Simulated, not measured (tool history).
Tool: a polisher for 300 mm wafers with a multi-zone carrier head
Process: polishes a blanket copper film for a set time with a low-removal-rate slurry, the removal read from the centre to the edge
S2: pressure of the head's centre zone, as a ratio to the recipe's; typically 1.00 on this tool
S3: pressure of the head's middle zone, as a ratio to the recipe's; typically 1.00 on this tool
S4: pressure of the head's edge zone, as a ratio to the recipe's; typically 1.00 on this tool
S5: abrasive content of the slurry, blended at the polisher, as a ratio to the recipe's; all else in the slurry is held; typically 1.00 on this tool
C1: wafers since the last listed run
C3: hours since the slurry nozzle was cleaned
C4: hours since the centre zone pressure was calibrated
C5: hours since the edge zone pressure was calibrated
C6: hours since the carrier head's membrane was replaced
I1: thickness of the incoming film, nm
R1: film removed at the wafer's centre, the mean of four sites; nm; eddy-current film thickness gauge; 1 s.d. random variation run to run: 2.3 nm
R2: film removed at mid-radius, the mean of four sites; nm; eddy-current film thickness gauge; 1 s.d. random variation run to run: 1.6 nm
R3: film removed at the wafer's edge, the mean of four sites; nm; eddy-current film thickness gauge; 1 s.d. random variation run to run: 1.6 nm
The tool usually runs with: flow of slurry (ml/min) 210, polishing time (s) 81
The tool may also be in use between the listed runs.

Run 1, hour 0.0: usual settings; C1 0; wafers polished on this pad 146; C3 126.4; C4 686.5; C5 575.3; C6 1138.8; I1 1560.0. Result: R1 213.5 nm, R2 218.1 nm, R3 213.1 nm.
Run 2, hour 107.5: usual settings; C1 628; wafers polished on this pad 774; C3 233.9; C4 794.0; C5 682.8; C6 1246.3; I1 1576.0. Result: R1 213.8 nm, R2 215.9 nm, R3 211.9 nm.
Run 3, hour 180.1: usual settings but S2 0.94, S5 1.25; C1 424; wafers polished on this pad 1198; C3 306.5; C4 866.6; C5 755.4; C6 1318.9; I1 1565.7. Result: R1 212.0 nm, R2 223.1 nm, R3 221.5 nm.
Run 4, hour 238.4: usual settings but polishing time (s) 108; C1 340; wafers polished on this pad 1539; C3 364.8; C4 924.9; C5 813.7; C6 1377.2; I1 1560.5. Result: R1 280.3 nm, R2 284.7 nm, R3 277.0 nm.
Run 5, hour 294.3: usual settings but flow of slurry (ml/min) 145, S4 1.11, polishing time (s) 66; C1 326; wafers polished on this pad 1866; C3 420.7; C4 980.8; C5 869.6; C6 1433.1; I1 1563.9. Result: R1 159.0 nm, R2 161.8 nm, R3 169.8 nm.
Run 6, hour 342.0: usual settings; C1 278; wafers polished on this pad 2145; C3 468.4; C4 1028.5; C5 917.3; C6 1480.8; I1 1543.9. Result: R1 204.6 nm, R2 211.0 nm, R3 205.7 nm.
Run 7, hour 416.5: usual settings but S3 0.89; C1 435; wafers polished on this pad 2580; C3 542.9; C4 1103.0; C5 991.8; C6 1555.3; I1 1552.4. Result: R1 205.9 nm, R2 187.1 nm, R3 206.0 nm.
At hour 453.6: slurry nozzle cleaned.
Run 8, hour 488.6: usual settings but flow of slurry (ml/min) 285; C1 415; wafers polished on this pad 2996; C3 35.0; C4 1175.1; C5 1063.9; C6 1627.4; I1 1564.1. Result: R1 223.4 nm, R2 226.2 nm, R3 218.9 nm.
At hour 500.4: edge zone pressure recalibrated.
Run 9, hour 529.1: usual settings but flow of slurry (ml/min) 260; C1 225; wafers polished on this pad 3221; C3 75.5; C4 1215.6; C5 28.7; C6 1667.9; I1 1557.2. Result: R1 223.8 nm, R2 219.5 nm, R3 214.5 nm.
Run 10, hour 578.3: usual settings; C1 287; wafers polished on this pad 3509; C3 124.7; C4 1264.8; C5 77.9; C6 1717.1; I1 1544.4. Result: R1 219.9 nm, R2 215.7 nm, R3 209.6 nm.
At hour 621.4: worn pad replaced by a new one.
Run 11, hour 672.8: usual settings but S4 0.95; C1 529; wafers polished on this pad 300; C3 219.2; C4 1359.3; C5 172.4; C6 1811.6; I1 1566.8. Result: R1 210.9 nm, R2 215.6 nm, R3 207.1 nm.
At hour 777.3: centre zone pressure recalibrated.
Run 12, hour 777.9: usual settings but S3 1.10; C1 602; wafers polished on this pad 902; C3 324.3; C4 0.6; C5 277.5; C6 1916.7; I1 1571.3. Result: R1 211.7 nm, R2 230.2 nm, R3 206.7 nm.
At hour 829.0: carrier head's membrane replaced by a new one.
Run 13, hour 876.2: usual settings but flow of slurry (ml/min) 165, S5 0.70; C1 545; wafers polished on this pad 1448; C3 422.6; C4 98.9; C5 375.8; C6 47.2; I1 1544.5. Result: R1 181.0 nm, R2 182.5 nm, R3 183.5 nm.
Run 14, hour 912.8: usual settings; C1 213; wafers polished on this pad 1662; C3 459.2; C4 135.5; C5 412.4; C6 83.8; I1 1577.2. Result: R1 205.2 nm, R2 206.5 nm, R3 205.6 nm.
Run 15, hour 977.2: usual settings; C1 376; wafers polished on this pad 2038; C3 523.6; C4 199.9; C5 476.8; C6 148.2; I1 1555.4. Result: R1 201.9 nm, R2 207.1 nm, R3 204.3 nm.
Run 16, hour 1067.6: usual settings; C1 528; wafers polished on this pad 2567; C3 614.0; C4 290.3; C5 567.2; C6 238.6; I1 1579.9. Result: R1 201.1 nm, R2 201.3 nm, R3 200.7 nm.
Run 17, hour 1134.1: usual settings; C1 388; wafers polished on this pad 2955; C3 680.5; C4 356.8; C5 633.7; C6 305.1; I1 1543.5. Result: R1 195.3 nm, R2 199.9 nm, R3 199.6 nm.
At hour 1140.6: slurry nozzle cleaned.
Run 18, hour 1182.9: usual settings but flow of slurry (ml/min) 170, S4 0.96; C1 279; wafers polished on this pad 3235; C3 42.3; C4 405.6; C5 682.5; C6 353.9; I1 1567.3. Result: R1 209.5 nm, R2 210.5 nm, R3 201.7 nm.
Run 19, hour 1276.7: usual settings but flow of slurry (ml/min) 175, S2 1.05, S3 0.88, S4 1.10; C1 548; wafers polished on this pad 3783; C3 136.1; C4 499.4; C5 776.3; C6 447.7; I1 1572.6. Result: R1 219.8 nm, R2 190.1 nm, R3 217.7 nm.
At hour 1311.6: worn pad replaced by a new one.
Run 20, hour 1372.2: usual settings but flow of slurry (ml/min) 175; C1 534; wafers polished on this pad 354; C3 231.6; C4 594.9; C5 871.8; C6 543.2; I1 1558.1. Result: R1 201.0 nm, R2 211.4 nm, R3 206.8 nm.
Run 21, hour 1473.4: usual settings but S2 0.89, S4 0.97; C1 591; wafers polished on this pad 945; C3 332.8; C4 696.1; C5 973.0; C6 644.4; I1 1584.8. Result: R1 189.1 nm, R2 211.9 nm, R3 206.0 nm.

4 ways to go on from here, each from the tool as it stands after run 21. What would each give?
Run A, hour 1473.8: usual settings; C1 2; wafers polished on this pad 948; C3 333.2; C4 696.5; C5 973.4; C6 644.8; I1 1559.9. Result: R1 ?, R2 ?, R3 ?.
Run B, hour 1473.8: usual settings but polishing time (s) 68; C1 2; wafers polished on this pad 948; C3 333.2; C4 696.5; C5 973.4; C6 644.8; I1 1559.9. Result: R1 ?, R2 ?, R3 ?.
Run C, hour 1473.8: usual settings but flow of slurry (ml/min) 135, S3 0.88; C1 2; wafers polished on this pad 948; C3 333.2; C4 696.5; C5 973.4; C6 644.8; I1 1559.9. Result: R1 ?, R2 ?, R3 ?.
Run D, hour 1473.8: usual settings but flow of slurry (ml/min) 265, S2 0.95, S4 1.11; C1 2; wafers polished on this pad 948; C3 333.2; C4 696.5; C5 973.4; C6 644.8; I1 1559.9. Result: R1 ?, R2 ?, R3 ?.

run     R1     R2     R3
  A  211.0  210.0  207.3
  B  177.2  176.3  174.0
  C  194.0  175.3  197.0
  D  207.5  216.7  223.4
With the hidden condition removed and each run's random variation left untouched, the same runs would have given:
run     R1     R2     R3
  A  219.6  217.6  212.8
  B  184.3  182.7  178.6
  C  205.3  184.3  204.1
  D  214.4  223.2  228.3

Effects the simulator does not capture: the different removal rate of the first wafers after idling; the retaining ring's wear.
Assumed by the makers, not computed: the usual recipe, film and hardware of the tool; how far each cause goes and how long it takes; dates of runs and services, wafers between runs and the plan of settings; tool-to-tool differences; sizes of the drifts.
